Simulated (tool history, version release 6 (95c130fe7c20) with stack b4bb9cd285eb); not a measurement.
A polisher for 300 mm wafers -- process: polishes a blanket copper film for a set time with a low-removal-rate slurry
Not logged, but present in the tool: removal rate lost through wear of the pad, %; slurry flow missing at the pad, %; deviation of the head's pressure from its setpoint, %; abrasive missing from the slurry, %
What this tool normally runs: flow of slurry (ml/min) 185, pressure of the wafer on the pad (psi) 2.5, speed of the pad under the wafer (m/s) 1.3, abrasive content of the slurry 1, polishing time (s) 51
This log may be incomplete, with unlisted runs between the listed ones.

run	day	flow of slurry (ml/min)	pressure of the wafer on the pad (psi)	speed of the pad under the wafer (m/s)	abrasive content of the slurry	polishing time (s)	wafers since the last listed run	wafers polished on this pad	hours since the slurry nozzle was cleaned	hours since the head pressure was calibrated	hours since the slurry blender was calibrated	incoming thickness of the incoming film, nm	film removed (angstrom)
1	0	185	2.5	1.3	1	51	0	3017	258.2	739.6	239.7	740.3	1472
# day 0.371: head pressure recalibrated
2	1.529	185	2.5	1.3	1	51	345	3362	294.9	27.8	276.4	738.9	1595
3	3.967	185	2.5	1.3	1.1	51	582	3944	353.4	86.3	334.9	743.9	1558
# day 5.254: worn pad replaced by a new one
4	5.275	185	2.5	1.3	1.1	51	272	5	384.8	117.7	366.3	739.4	1566
5	7.075	185	2.5	1.3	1	38	429	435	428	160.9	409.5	752.8	1156
6	8.329	185	2.5	0.98	1	51	299	734	458.1	191	439.6	732	1137
# day 10.2: slurry nozzle cleaned
7	11.117	185	2.5	1.3	1	51	655	1390	22	257.9	506.5	743.5	1482
# day 13.283: slurry blender recalibrated
8	13.704	165	2.5	1.3	1.25	51	598	1988	84.1	320	10.1	733.1	1532
9	14.904	185	2.5	1.3	1	51	286	2275	112.9	348.8	38.9	744.5	1483
10	16.525	235	2.5	1.3	1	40	387	2662	151.8	387.7	77.8	741.1	1209
11	19.35	185	2.5	1.3	1	51	674	3337	219.6	455.5	145.6	745.5	1429
12	22.15	185	2.5	1.3	1	51	668	4006	286.8	522.7	212.8	723.3	1498
13	23.658	185	2.5	1.3	1	51	360	4366	323	558.9	249	752.3	1458
14	25.012	185	1.9	1.12	0.8	51	323	4690	355.5	591.4	281.5	736.4	970

What will run 15 give?
15	27.146	245	2.5	0.92	0.9	39	509	5199	406.7	642.6	332.7	743.1	?

film removed (angstrom): 803
Minus the tool's unlogged condition, the same run would have read film removed (angstrom) 874.

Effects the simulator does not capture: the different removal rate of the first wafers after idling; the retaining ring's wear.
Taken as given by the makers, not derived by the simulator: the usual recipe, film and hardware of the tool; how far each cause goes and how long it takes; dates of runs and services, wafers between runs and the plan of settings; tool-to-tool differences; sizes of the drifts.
